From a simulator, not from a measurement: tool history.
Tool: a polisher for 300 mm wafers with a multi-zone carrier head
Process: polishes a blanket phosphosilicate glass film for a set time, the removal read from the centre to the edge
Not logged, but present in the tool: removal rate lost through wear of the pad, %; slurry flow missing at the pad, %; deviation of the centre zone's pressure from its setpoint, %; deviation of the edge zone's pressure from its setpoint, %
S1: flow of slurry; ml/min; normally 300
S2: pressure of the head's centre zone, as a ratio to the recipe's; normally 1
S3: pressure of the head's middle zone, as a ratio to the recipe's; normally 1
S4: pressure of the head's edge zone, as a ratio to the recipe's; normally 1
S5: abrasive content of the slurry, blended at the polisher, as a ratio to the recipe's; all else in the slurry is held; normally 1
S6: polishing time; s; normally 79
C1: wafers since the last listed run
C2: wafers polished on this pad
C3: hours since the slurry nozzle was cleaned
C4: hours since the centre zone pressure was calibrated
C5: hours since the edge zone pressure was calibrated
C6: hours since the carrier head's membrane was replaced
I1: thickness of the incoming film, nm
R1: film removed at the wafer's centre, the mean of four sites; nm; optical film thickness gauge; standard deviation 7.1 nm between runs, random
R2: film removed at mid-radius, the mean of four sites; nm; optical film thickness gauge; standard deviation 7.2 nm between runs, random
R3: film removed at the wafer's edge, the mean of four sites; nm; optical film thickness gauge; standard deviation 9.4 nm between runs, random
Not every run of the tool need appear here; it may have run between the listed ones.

run	hour	S1	S2	S3	S4	S5	S6	C1	C2	C3	C4	C5	C6	I1	R1	R2	R3
1	0	300	1	1	1	1.1	79	0	372	541	392.2	1030.4	483.8	4550.3	814.2	777.1	788.4
2	56.9	300	1	1	1	1.1	79	400	772	597.9	449.1	1087.3	540.7	4448	796	763.9	772.8
3	81.2	300	1	1	1	1.1	79	170	943	622.2	473.4	1111.6	565	4541.9	789.6	764.6	755.5
4	109	300	1	1	1.08	0.95	79	195	1139	650	501.2	1139.4	592.8	4597.6	745.3	713.7	756.3
# hour 120: worn pad replaced by a new one
5	123.6	300	1	1	1.08	0.95	79	74	25	664.6	515.8	1154	607.4	4534.9	769.4	746.9	770
# hour 149.3: centre zone pressure recalibrated
6	149.7	300	1	1	1	1.2	79	169	194	690.7	0.4	1180.1	633.5	4509.8	828.8	794.5	815.6
7	181.4	300	1	1	1	1.2	79	222	417	722.4	32.1	1211.8	665.2	4464.1	811.1	801.1	800.7
8	211.4	300	0.91	0.97	1.08	1.3	79	211	628	752.4	62.1	1241.8	695.2	4538.8	770.2	794.6	853.2
# hour 226.7: carrier head's membrane replaced by a new one
# hour 247.4: edge zone pressure recalibrated
9	277.6	300	1	0.93	1	1	79	416	1045	818.6	128.3	30.2	50.9	4558.4	752.5	694.2	731.9
# hour 286.7: slurry nozzle cleaned
# hour 306.1: worn pad replaced by a new one
10	307	345	1	1	1	1	79	171	6	20.3	157.7	59.6	80.3	4620.5	791.1	760.5	769.9
11	332.7	195	1	1.07	1	1	79	180	187	46	183.4	85.3	106	4534.4	753.6	798.1	742.2
12	361.5	300	1	1	1	1	79	202	389	74.8	212.2	114.1	134.8	4575.7	776.9	756.9	749.7
13	377.1	230	1	0.9	1	1.1	102	109	499	90.4	227.8	129.7	150.4	4597.6	1025.5	898.5	976
14	391.2	300	1	1	1	1	79	99	598	104.5	241.9	143.8	164.5	4545.3	782.1	755	755.9
15	409.7	300	0.91	1	1	1	79	130	728	123	260.4	162.3	183	4551.8	700.8	748.2	752.2

Each row is a separate what-if for the run after 15, all from the same tool condition, not one after another. Results?
A	410.2	300	1	0.89	1	1	79	3	732	123.5	260.9	162.8	183.5	4517.3	?	?	?
B	410.2	220	0.9	0.93	1	1.2	79	3	732	123.5	260.9	162.8	183.5	4517.3	?	?	?
C	410.2	300	1	1	1	1	55	3	732	123.5	260.9	162.8	183.5	4517.3	?	?	?
D	410.2	300	1	1	1.06	1	79	3	732	123.5	260.9	162.8	183.5	4517.3	?	?	?

run	R1	R2	R3
A	768.5	671	752.3
B	724.9	731.7	793.6
C	535.4	515	523
D	769.1	739.6	772.9
Without the tool's hidden state the same runs would have given:
run	R1	R2	R3
A	788.8	688.7	772.1
B	744	751	814.5
C	549.6	528.6	536.8
D	789.4	759.2	793.3
